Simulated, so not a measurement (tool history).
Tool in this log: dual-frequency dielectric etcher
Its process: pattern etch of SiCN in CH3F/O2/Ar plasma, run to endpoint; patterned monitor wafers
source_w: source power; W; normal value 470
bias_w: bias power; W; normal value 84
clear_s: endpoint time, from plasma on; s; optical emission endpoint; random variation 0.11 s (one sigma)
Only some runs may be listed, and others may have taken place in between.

run   hour  source_w  bias_w  incoming incoming film thickness, nm  clear_s
  1    0.0       470      84                                 12.46     26.4
  2   47.9       470      84                                 12.47     26.6
  3   90.3       470      84                                 12.65     27.0
  4  150.1       470      84                                 12.66     27.0
  5  202.3       470      84                                 12.58     26.7
  6  254.2       470      84                                 12.67     26.9
     262.6  -- bias power generator calibrated
  7  304.1       470      94                                 12.65     26.0
     328.6  -- wet clean of the chamber
  8  343.9       470      84                                 12.58     27.1
  9  375.2       510      68                                 12.69     28.4
 10  405.0       370      84                                 12.62     28.6
     438.5  -- source power generator calibrated
     456.4  -- upper electrode replaced, of another model than before
 11  456.9       470      70                                 12.74     29.2
 12  570.0       470      84                                 12.65     27.4
 13  621.8       430      78                                 12.65     28.8
 14  688.0       470      90                                 12.71     26.5
 15  722.9       430      77                                 12.66     28.7

Below are 5 alternative next runs, each starting from the tool's condition after run 15. Predict each:
  A  723.3       470      63                                 12.54        ?
  B  723.3       420      84                                 12.54        ?
  C  723.3       540     102                                 12.54        ?
  D  723.3       500      84                                 12.54        ?
  E  723.3       470      98                                 12.54        ?

run  clear_s
  A     29.6
  B     27.8
  C     24.4
  D     26.6
  E     25.6
Without the tool's unlogged condition, the same runs would have read:
run  clear_s
  A     29.9
  B     28.1
  C     24.6
  D     26.8
  E     25.9
